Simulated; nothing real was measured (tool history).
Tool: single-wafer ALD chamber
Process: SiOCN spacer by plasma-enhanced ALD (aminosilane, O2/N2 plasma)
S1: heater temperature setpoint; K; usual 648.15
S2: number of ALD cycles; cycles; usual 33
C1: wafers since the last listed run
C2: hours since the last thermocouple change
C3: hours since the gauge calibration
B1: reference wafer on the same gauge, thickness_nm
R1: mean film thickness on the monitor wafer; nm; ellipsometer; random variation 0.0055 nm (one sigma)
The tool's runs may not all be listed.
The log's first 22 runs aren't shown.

{"hour": 1083.3, "done": "gauge calibrated"}
{"run": 23, "hour": 1132.5, "S1": 652.15, "S2": 35, "C1": 292, "C2": 1004.5, "C3": 49.2, "B1": 1.781, "R1": 2.354}
{"run": 24, "hour": 1176.8, "S1": 648.15, "S2": 33, "C1": 199, "C2": 1048.8, "C3": 93.5, "B1": 1.784, "R1": 2.222}
{"run": 25, "hour": 1218.4, "S1": 659.15, "S2": 31, "C1": 187, "C2": 1090.4, "C3": 135.1, "B1": 1.789, "R1": 2.089}
{"hour": 1248.1, "done": "thermocouple changed; heater temperature recalibrated"}
{"run": 26, "hour": 1258.4, "S1": 655.15, "S2": 38, "C1": 144, "C2": 10.3, "C3": 175.1, "B1": 1.791, "R1": 2.574}
{"run": 27, "hour": 1315.6, "S1": 657.15, "S2": 38, "C1": 257, "C2": 67.5, "C3": 232.3, "B1": 1.796, "R1": 2.585}
{"run": 28, "hour": 1376.2, "S1": 638.15, "S2": 27, "C1": 273, "C2": 128.1, "C3": 292.9, "B1": 1.799, "R1": 1.841}
{"run": 29, "hour": 1441.3, "S1": 648.15, "S2": 27, "C1": 293, "C2": 193.2, "C3": 358, "B1": 1.8, "R1": 1.836}
{"run": 30, "hour": 1475.0, "S1": 638.15, "S2": 33, "C1": 151, "C2": 226.9, "C3": 391.7, "B1": 1.803, "R1": 2.259}
{"run": 31, "hour": 1526.2, "S1": 635.15, "S2": 31, "C1": 230, "C2": 278.1, "C3": 442.9, "B1": 1.803, "R1": 2.118}
{"run": 32, "hour": 1592.8, "S1": 661.15, "S2": 28, "C1": 300, "C2": 344.7, "C3": 509.5, "B1": 1.805, "R1": 1.906}
{"run": 33, "hour": 1618.0, "S1": 660.15, "S2": 28, "C1": 113, "C2": 369.9, "C3": 534.7, "B1": 1.806, "R1": 1.911}
{"run": 34, "hour": 1653.4, "S1": 635.15, "S2": 37, "C1": 159, "C2": 405.3, "C3": 570.1, "B1": 1.807, "R1": 2.529}
{"run": 35, "hour": 1695.7, "S1": 648.15, "S2": 39, "C1": 190, "C2": 447.6, "C3": 612.4, "B1": 1.808, "R1": 2.657}

3 ways to go on from here, each from the tool as it stands after run 35. What would each give?
{"run": "A", "hour": 1696.2, "S1": 648.15, "S2": 33, "C1": 2, "C2": 448.1, "C3": 612.9, "B1": "?", "R1": "?"}
{"run": "B", "hour": 1696.2, "S1": 638.15, "S2": 38, "C1": 2, "C2": 448.1, "C3": 612.9, "B1": "?", "R1": "?"}
{"run": "C", "hour": 1696.2, "S1": 640.15, "S2": 31, "C1": 2, "C2": 448.1, "C3": 612.9, "B1": "?", "R1": "?"}

run=A B1=1.807 R1=2.262
run=B B1=1.807 R1=2.605
run=C B1=1.807 R1=2.125
Without the tool's hidden state the same runs would have given:
run=A R1=2.215
run=B R1=2.55
run=C R1=2.08
